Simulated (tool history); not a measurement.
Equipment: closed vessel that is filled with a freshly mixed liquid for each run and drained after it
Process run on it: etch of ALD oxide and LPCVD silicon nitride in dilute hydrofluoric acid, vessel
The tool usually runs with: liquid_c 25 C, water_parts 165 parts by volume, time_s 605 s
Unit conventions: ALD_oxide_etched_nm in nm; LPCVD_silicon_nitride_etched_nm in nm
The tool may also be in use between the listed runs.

run	hour	liquid_c	water_parts	time_s	read-back film thickness of the ALD oxide reference wafer, read on the same gauge (nm)	read-back film thickness of the LPCVD silicon nitride reference wafer, read on the same gauge (nm)	ALD_oxide_etched_nm	LPCVD_silicon_nitride_etched_nm
1	0	25	165	605	119.98	79.997	54.19	2.36
2	31.4	25	165	605	120.02	80.022	53.34	2.327
3	93.4	25	165	605	119.98	80.001	54.77	2.375
4	132.4	25	110	605	120.02	79.987	86.33	3.472
5	171	25	110	605	119.98	79.989	86.04	3.505
6	240	25	130	605	120	79.98	71.41	2.989
7	311	25	130	605	119.99	79.999	70.8	2.982
8	365.2	25	130	605	120	79.98	70.39	2.932
9	394.7	25	165	605	119.99	80.015	53.97	2.359
10	454.3	25	165	605	120	80.009	54.41	2.397
11	521.6	25	165	845	120	79.999	73.83	3.289
# hour 545.4: hydrofluoric acid flow meter replaced
12	574.2	25	165	605	119.98	80.013	58.04	2.491
# hour 575.4: gauge calibrated
13	617.5	25	90	345	119.98	80.006	66.62	2.622
14	660.9	29.5	100	350	119.99	80	72.21	3.197
15	730.3	22	165	605	120.03	79.981	52.69	2.087
16	798.5	25	165	605	120.01	80.014	57.77	2.54
17	866.1	21.5	145	790	120	80	76.13	3.021
# hour 874.1: thermometer replaced
18	901	23.5	165	700	119.98	80.002	58.58	2.379
19	931.4	27	190	360	120.02	79.996	29.51	1.32
20	973.3	23.5	100	510	120	79.997	76.46	2.835
21	1033.7	25	165	725	120.03	79.993	65.04	2.736
22	1079.7	25	165	605	120	79.976	53.5	2.265
23	1275.1	25	165	605	119.99	80.013	53.37	2.231
24	1320.3	20	165	605	120	80.004	44.3	1.643
25	1386.8	25	165	605	119.98	79.977	53.38	2.302
26	1434.6	28	145	485	119.99	80.03	54.51	2.476

Consider 4 possible next runs. They are alternatives, not a sequence: every one starts from the tool as it was left by run 26. What does each give?
A	1435.4	25	165	605	?	?	?	?
B	1435.4	28	225	760	?	?	?	?
C	1435.4	25	245	455	?	?	?	?
D	1435.4	25	130	400	?	?	?	?

run	read-back film thickness of the ALD oxide reference wafer, read on the same gauge (nm)	read-back film thickness of the LPCVD silicon nitride reference wafer, read on the same gauge (nm)	ALD_oxide_etched_nm	LPCVD_silicon_nitride_etched_nm
A	119.99	79.97	52.71	2.281
B	119.99	79.97	50.23	2.52
C	119.99	79.97	24.33	1.156
D	119.99	79.97	46.2	1.912
Stripped of hidden state, with their random variation kept, the same runs would have yielded:
run	ALD_oxide_etched_nm	LPCVD_silicon_nitride_etched_nm
A	54.59	2.292
B	52.32	2.541
C	25.33	1.163
D	47.73	1.92
